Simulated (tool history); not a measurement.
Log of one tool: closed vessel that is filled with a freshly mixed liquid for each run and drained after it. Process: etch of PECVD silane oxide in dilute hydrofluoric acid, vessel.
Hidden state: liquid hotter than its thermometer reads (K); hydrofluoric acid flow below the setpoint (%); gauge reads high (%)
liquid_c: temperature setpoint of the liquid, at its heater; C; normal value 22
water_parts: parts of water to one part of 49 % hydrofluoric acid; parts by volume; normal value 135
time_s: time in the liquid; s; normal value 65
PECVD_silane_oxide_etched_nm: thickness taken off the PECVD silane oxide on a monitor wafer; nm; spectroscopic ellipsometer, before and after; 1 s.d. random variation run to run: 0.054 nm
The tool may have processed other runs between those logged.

run	hour	liquid_c	water_parts	time_s	wafers since the last listed run	hours since the thermometer was replaced	hours since the hydrofluoric acid flow meter was replaced	hours since the gauge calibration	read-back film thickness of the PECVD silane oxide reference wafer, read on the same gauge (nm)	PECVD_silane_oxide_etched_nm
1	0	22	110	35	0	2512.2	602.7	115.1	100.03	8.38
2	41.9	22	110	35	4374	2554.1	644.6	157	99.97	8.37
3	83.7	22	110	35	4363	2595.9	686.4	198.8	99.96	8.4
4	136.3	22	100	65	5491	2648.5	739	251.4	99.96	17.26
5	204.8	22	100	65	7151	2717	807.5	319.9	100	17.38
6	267.2	22	100	65	6514	2779.4	869.9	382.3	100	17.35
# hour 297.1: hydrofluoric acid flow meter replaced
7	304.4	22	135	65	3779	2816.6	7.3	419.5	100.02	12.34
# hour 346.9: gauge calibrated
# hour 403: thermometer replaced
8	450.3	22	135	80	15127	47.3	153.2	103.4	100.03	16.1
9	497.1	25	135	65	4885	94.1	200	150.2	99.99	14.61
10	555.9	22	135	65	6138	152.9	258.8	209	99.95	12.95
# hour 569.1: thermometer replaced, repeated, since the last time left the tool worse
11	598.1	24	75	45	4301	29	301	251.2	100	16.89
12	637.1	18	70	35	4071	68	340	290.2	100.06	10.99
13	678.2	20.5	135	30	4290	109.1	381.1	331.3	99.97	5.02
14	732.1	22	135	65	5627	163	435	385.2	99.98	11.64
# hour 757.5: gauge calibrated
15	786.4	26	135	65	5669	217.3	489.3	28.9	100.02	13.64

Each run again, without the hidden state but with its own random variation kept:
run	PECVD_silane_oxide_etched_nm
1	7.84
2	7.82
3	7.84
4	16.08
5	16.16
6	16.11
7	11.47
8	14.23
9	12.94
10	11.42
11	16.72
12	10.87
13	4.96
14	11.49
15	13.45
